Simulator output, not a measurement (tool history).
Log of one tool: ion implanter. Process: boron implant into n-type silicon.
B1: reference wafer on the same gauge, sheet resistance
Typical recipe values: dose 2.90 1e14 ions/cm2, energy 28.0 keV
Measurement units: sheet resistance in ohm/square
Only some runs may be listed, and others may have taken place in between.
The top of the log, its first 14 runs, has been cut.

run 15 day=6.512 | dose=2.90 energy=28.0 | B1=384.21 | sheet_resistance=327.94
run 16 day=7.054 | dose=3.59 energy=28.0 | B1=384.33 | sheet_resistance=274.98
run 17 day=7.683 | dose=2.90 energy=21.0 | B1=383.91 | sheet_resistance=337.63
run 18 day=8.008 | dose=3.18 energy=28.0 | B1=384.03 | sheet_resistance=304.15
run 19 day=8.550 | dose=2.90 energy=28.0 | B1=384.08 | sheet_resistance=328.68
run 20 day=9.171 | dose=3.29 energy=37.0 | B1=384.12 | sheet_resistance=287.41
run 21 day=9.600 | dose=3.27 energy=19.5 | B1=384.08 | sheet_resistance=309.74
run 22 day=9.933 | dose=2.12 energy=23.5 | B1=384.00 | sheet_resistance=432.36
-- day=10.467 gauge calibrated
run 23 day=10.650 | dose=2.90 energy=21.5 | B1=384.06 | sheet_resistance=337.57
run 24 day=11.054 | dose=3.65 energy=24.5 | B1=383.96 | sheet_resistance=276.87
run 25 day=11.412 | dose=3.59 energy=28.0 | B1=383.93 | sheet_resistance=276.94
run 26 day=12.138 | dose=3.55 energy=28.0 | B1=384.00 | sheet_resistance=279.02
run 27 day=12.475 | dose=3.25 energy=37.0 | B1=383.97 | sheet_resistance=291.99
run 28 day=12.958 | dose=2.90 energy=28.0 | B1=384.07 | sheet_resistance=330.69
run 29 day=13.492 | dose=2.13 energy=34.0 | B1=384.06 | sheet_resistance=412.89
run 30 day=13.792 | dose=2.90 energy=19.0 | B1=383.75 | sheet_resistance=344.31
run 31 day=14.283 | dose=2.90 energy=28.0 | B1=383.98 | sheet_resistance=330.63

Run 32 has not been measured yet. What should we expect?
run 32 day=14.892 | dose=3.38 energy=32.0 | B1=? | sheet_resistance=?

Logged for run 32: B1 384.25, sheet resistance 287.79 ohm/square.
Take away the tool's hidden state, keep the run-to-run variation as it was, and the same run would have given sheet resistance 284.59 ohm/square.
